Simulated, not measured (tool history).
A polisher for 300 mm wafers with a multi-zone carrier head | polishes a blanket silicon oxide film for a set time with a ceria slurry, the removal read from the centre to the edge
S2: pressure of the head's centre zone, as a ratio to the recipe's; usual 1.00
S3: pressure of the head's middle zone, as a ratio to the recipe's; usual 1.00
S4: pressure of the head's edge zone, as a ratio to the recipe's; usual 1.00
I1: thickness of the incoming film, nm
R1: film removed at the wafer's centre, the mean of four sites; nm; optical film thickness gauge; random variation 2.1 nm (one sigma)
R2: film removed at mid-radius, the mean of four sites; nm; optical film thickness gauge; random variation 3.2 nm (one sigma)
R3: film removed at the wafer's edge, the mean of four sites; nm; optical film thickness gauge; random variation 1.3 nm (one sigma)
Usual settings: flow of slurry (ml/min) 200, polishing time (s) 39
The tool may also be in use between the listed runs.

{"run": 1, "hour": 0.0, "flow of slurry (ml/min)": 200, "S2": 1.0, "S3": 1.0, "S4": 1.0, "polishing time (s)": 39, "I1": 1483.7, "R1": 206.3, "R2": 205.6, "R3": 204.0}
{"run": 2, "hour": 49.9, "flow of slurry (ml/min)": 200, "S2": 1.0, "S3": 1.0, "S4": 1.0, "polishing time (s)": 39, "I1": 1481.4, "R1": 203.8, "R2": 203.7, "R3": 205.5}
{"run": 3, "hour": 101.4, "flow of slurry (ml/min)": 200, "S2": 1.0, "S3": 1.0, "S4": 1.0, "polishing time (s)": 39, "I1": 1455.4, "R1": 201.1, "R2": 198.6, "R3": 204.7}
{"hour": 143.4, "done": "slurry nozzle cleaned"}
{"run": 4, "hour": 159.6, "flow of slurry (ml/min)": 200, "S2": 1.0, "S3": 1.0, "S4": 1.0, "polishing time (s)": 39, "I1": 1447.5, "R1": 211.7, "R2": 208.2, "R3": 209.4}
{"run": 5, "hour": 203.5, "flow of slurry (ml/min)": 225, "S2": 1.0, "S3": 1.0, "S4": 1.09, "polishing time (s)": 39, "I1": 1469.5, "R1": 209.2, "R2": 215.6, "R3": 217.0}
{"run": 6, "hour": 238.3, "flow of slurry (ml/min)": 200, "S2": 1.0, "S3": 0.93, "S4": 0.9, "polishing time (s)": 30, "I1": 1460.1, "R1": 155.6, "R2": 150.3, "R3": 153.0}
{"hour": 246.5, "done": "worn pad replaced by a new one"}
{"run": 7, "hour": 290.3, "flow of slurry (ml/min)": 265, "S2": 1.0, "S3": 1.09, "S4": 0.94, "polishing time (s)": 39, "I1": 1481.1, "R1": 211.0, "R2": 232.2, "R3": 204.5}
{"run": 8, "hour": 333.4, "flow of slurry (ml/min)": 155, "S2": 1.0, "S3": 0.89, "S4": 1.08, "polishing time (s)": 30, "I1": 1479.4, "R1": 141.1, "R2": 134.8, "R3": 155.9}
{"run": 9, "hour": 390.5, "flow of slurry (ml/min)": 235, "S2": 1.07, "S3": 1.0, "S4": 1.06, "polishing time (s)": 43, "I1": 1448.7, "R1": 240.5, "R2": 231.1, "R3": 230.6}
{"hour": 395.9, "done": "centre zone pressure recalibrated"}
{"run": 10, "hour": 456.2, "flow of slurry (ml/min)": 200, "S2": 1.09, "S3": 0.97, "S4": 0.9, "polishing time (s)": 50, "I1": 1480.2, "R1": 271.6, "R2": 247.7, "R3": 249.0}
{"hour": 475.5, "done": "slurry nozzle cleaned"}
{"run": 11, "hour": 502.4, "flow of slurry (ml/min)": 145, "S2": 1.0, "S3": 1.0, "S4": 1.0, "polishing time (s)": 39, "I1": 1466.9, "R1": 195.9, "R2": 198.7, "R3": 199.9}
{"run": 12, "hour": 530.4, "flow of slurry (ml/min)": 200, "S2": 1.07, "S3": 1.0, "S4": 1.07, "polishing time (s)": 39, "I1": 1480.3, "R1": 219.5, "R2": 207.6, "R3": 211.9}
{"hour": 577.1, "done": "worn pad replaced by a new one"}
{"run": 13, "hour": 577.6, "flow of slurry (ml/min)": 200, "S2": 1.0, "S3": 1.0, "S4": 1.04, "polishing time (s)": 39, "I1": 1469.3, "R1": 201.6, "R2": 204.2, "R3": 209.5}
{"run": 14, "hour": 611.1, "flow of slurry (ml/min)": 135, "S2": 1.0, "S3": 0.95, "S4": 1.0, "polishing time (s)": 46, "I1": 1463.0, "R1": 216.0, "R2": 212.6, "R3": 225.3}
{"run": 15, "hour": 640.2, "flow of slurry (ml/min)": 200, "S2": 1.0, "S3": 1.0, "S4": 1.0, "polishing time (s)": 39, "I1": 1459.4, "R1": 195.2, "R2": 206.6, "R3": 203.7}
{"hour": 648.0, "done": "edge zone pressure recalibrated"}
{"run": 16, "hour": 686.1, "flow of slurry (ml/min)": 265, "S2": 1.0, "S3": 1.09, "S4": 0.94, "polishing time (s)": 39, "I1": 1474.6, "R1": 207.7, "R2": 224.9, "R3": 204.5}
{"run": 17, "hour": 744.8, "flow of slurry (ml/min)": 200, "S2": 1.09, "S3": 0.97, "S4": 0.9, "polishing time (s)": 50, "I1": 1464.8, "R1": 274.3, "R2": 253.7, "R3": 251.8}
{"run": 18, "hour": 794.7, "flow of slurry (ml/min)": 200, "S2": 1.0, "S3": 1.0, "S4": 0.97, "polishing time (s)": 39, "I1": 1466.8, "R1": 197.0, "R2": 202.1, "R3": 200.8}
{"hour": 839.3, "done": "slurry nozzle cleaned"}
{"run": 19, "hour": 839.8, "flow of slurry (ml/min)": 230, "S2": 1.0, "S3": 1.0, "S4": 1.0, "polishing time (s)": 39, "I1": 1478.0, "R1": 209.5, "R2": 216.1, "R3": 215.3}
{"hour": 889.4, "done": "worn pad replaced by a new one"}
{"run": 20, "hour": 908.8, "flow of slurry (ml/min)": 200, "S2": 1.09, "S3": 1.0, "S4": 0.89, "polishing time (s)": 47, "I1": 1441.6, "R1": 272.8, "R2": 246.3, "R3": 239.7}
{"run": 21, "hour": 1071.2, "flow of slurry (ml/min)": 200, "S2": 1.0, "S3": 1.0, "S4": 0.93, "polishing time (s)": 31, "I1": 1471.4, "R1": 156.3, "R2": 157.2, "R3": 154.7}

5 ways to go on from here, each from the tool as it stands after run 21. What would each give?
{"run": "A", "hour": 1071.6, "flow of slurry (ml/min)": 265, "S2": 1.0, "S3": 1.0, "S4": 1.0, "polishing time (s)": 39, "I1": 1446.4, "R1": "?", "R2": "?", "R3": "?"}
{"run": "B", "hour": 1071.6, "flow of slurry (ml/min)": 200, "S2": 1.0, "S3": 0.94, "S4": 1.03, "polishing time (s)": 39, "I1": 1446.4, "R1": "?", "R2": "?", "R3": "?"}
{"run": "C", "hour": 1071.6, "flow of slurry (ml/min)": 200, "S2": 1.08, "S3": 1.0, "S4": 1.0, "polishing time (s)": 52, "I1": 1446.4, "R1": "?", "R2": "?", "R3": "?"}
{"run": "D", "hour": 1071.6, "flow of slurry (ml/min)": 200, "S2": 1.05, "S3": 1.0, "S4": 1.12, "polishing time (s)": 52, "I1": 1446.4, "R1": "?", "R2": "?", "R3": "?"}
{"run": "E", "hour": 1071.6, "flow of slurry (ml/min)": 200, "S2": 1.0, "S3": 1.0, "S4": 0.94, "polishing time (s)": 39, "I1": 1446.4, "R1": "?", "R2": "?", "R3": "?"}

run=A R1=209.1 R2=209.1 R3=210.0
run=B R1=197.8 R2=189.1 R3=205.1
run=C R1=285.1 R2=265.5 R3=270.4
run=D R1=277.2 R2=265.5 R3=281.9
run=E R1=197.9 R2=199.2 R3=198.5
Without the tool's hidden state the same runs would have given:
run=A R1=222.9 R2=221.3 R3=219.1
run=B R1=214.8 R2=203.4 R3=216.2
run=C R1=309.6 R2=285.5 R3=285.1
run=D R1=301.0 R2=285.5 R3=297.2
run=E R1=214.9 R2=214.3 R3=209.2
